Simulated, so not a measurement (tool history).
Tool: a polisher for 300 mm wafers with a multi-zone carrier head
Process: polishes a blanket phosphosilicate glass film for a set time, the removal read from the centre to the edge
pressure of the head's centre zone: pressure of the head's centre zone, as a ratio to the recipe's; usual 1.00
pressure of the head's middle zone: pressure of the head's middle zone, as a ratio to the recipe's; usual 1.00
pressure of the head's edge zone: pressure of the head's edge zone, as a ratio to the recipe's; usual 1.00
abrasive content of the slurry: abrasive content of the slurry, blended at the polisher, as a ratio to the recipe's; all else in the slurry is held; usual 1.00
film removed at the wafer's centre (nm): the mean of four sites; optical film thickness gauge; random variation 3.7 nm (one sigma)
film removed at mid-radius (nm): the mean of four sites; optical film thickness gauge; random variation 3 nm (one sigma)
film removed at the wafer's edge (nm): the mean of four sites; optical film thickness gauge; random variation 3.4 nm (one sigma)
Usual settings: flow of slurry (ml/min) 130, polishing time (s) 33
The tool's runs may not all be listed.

run,day,flow of slurry (ml/min),pressure of the head's centre zone,pressure of the head's middle zone,pressure of the head's edge zone,abrasive content of the slurry,polishing time (s),"incoming thickness of the incoming film, nm",film removed at the wafer's centre (nm),film removed at mid-radius (nm),film removed at the wafer's edge (nm)
1,0.000,130,1.00,1.00,1.00,1.00,33,3354.1,248.2,242.2,242.6
2,2.362,130,1.09,1.00,0.95,1.00,33,3348.8,284.4,239.4,233.5
3,3.383,105,1.00,1.11,1.08,1.00,29,3339.9,214.4,218.1,214.4
4,4.508,130,1.00,1.00,1.00,1.00,44,3366.4,348.8,318.1,311.3
# day 4.783: worn pad replaced by a new one
5,5.600,175,1.05,1.00,0.88,1.15,33,3363.2,325.7,292.3,269.1
6,8.496,105,1.00,1.00,0.94,1.00,33,3374.9,265.5,243.5,237.6
# day 9.658: edge zone pressure recalibrated
7,11.200,130,1.12,1.00,1.10,0.80,33,3363.0,262.4,219.1,232.0
8,13.383,130,1.00,1.00,1.00,1.10,33,3370.9,273.7,257.6,254.4
# day 15.879: slurry nozzle cleaned
# day 17.112: centre zone pressure recalibrated
9,21.158,130,0.97,1.00,0.89,1.25,38,3305.9,301.3,317.7,293.5
10,23.104,130,1.00,1.00,1.00,1.00,33,3332.8,241.8,240.8,244.3
11,26.088,145,1.00,0.90,1.00,1.20,33,3336.0,276.5,245.0,263.9
# day 27.408: worn pad replaced by a new one
12,27.875,130,1.09,1.00,1.00,1.00,33,3388.0,293.2,258.3,262.8
13,30.058,90,1.09,1.00,1.00,1.20,37,3336.3,320.0,289.5,289.4
14,32.692,130,0.90,1.06,1.00,0.80,26,3324.2,162.0,176.7,170.7
15,35.046,130,0.88,0.89,1.08,1.00,33,3329.3,223.5,224.3,247.8
16,36.746,145,1.11,1.00,0.96,1.00,33,3354.8,281.4,253.6,243.4
17,38.321,130,1.00,0.89,0.94,1.00,33,3353.7,258.4,221.7,236.0
# day 38.796: slurry nozzle cleaned
18,40.467,155,1.00,1.00,1.00,1.00,33,3291.0,260.9,243.2,241.5
19,42.812,120,1.00,1.00,1.00,1.00,37,3310.0,282.9,262.1,269.1
# day 43.058: edge zone pressure recalibrated
20,44.050,130,1.00,0.91,0.94,0.85,28,3328.5,193.6,171.1,177.0

5 ways to go on from here, each from the tool as it stands after run 20. What would each give?
A,44.067,130,0.94,1.00,1.00,1.00,33,3290.9,?,?,?
B,44.067,130,1.00,1.00,0.97,1.00,24,3290.9,?,?,?
C,44.067,155,1.00,1.00,0.96,1.20,38,3290.9,?,?,?
D,44.067,130,0.94,1.00,1.05,0.70,33,3290.9,?,?,?
E,44.067,130,1.00,0.94,1.00,1.00,33,3290.9,?,?,?

run,film removed at the wafer's centre (nm),film removed at mid-radius (nm),film removed at the wafer's edge (nm)
A,235.5,231.9,232.4
B,182.3,168.6,166.6
C,325.9,300.4,292.8
D,189.7,186.8,191.7
E,250.5,222.6,232.5
Without the tool's hidden state the same runs would have given:
run,film removed at the wafer's centre (nm),film removed at mid-radius (nm),film removed at the wafer's edge (nm)
A,244.6,257.1,257.6
B,189.3,186.9,184.6
C,338.5,333.1,324.6
D,197.0,207.1,212.5
E,260.2,246.8,257.7
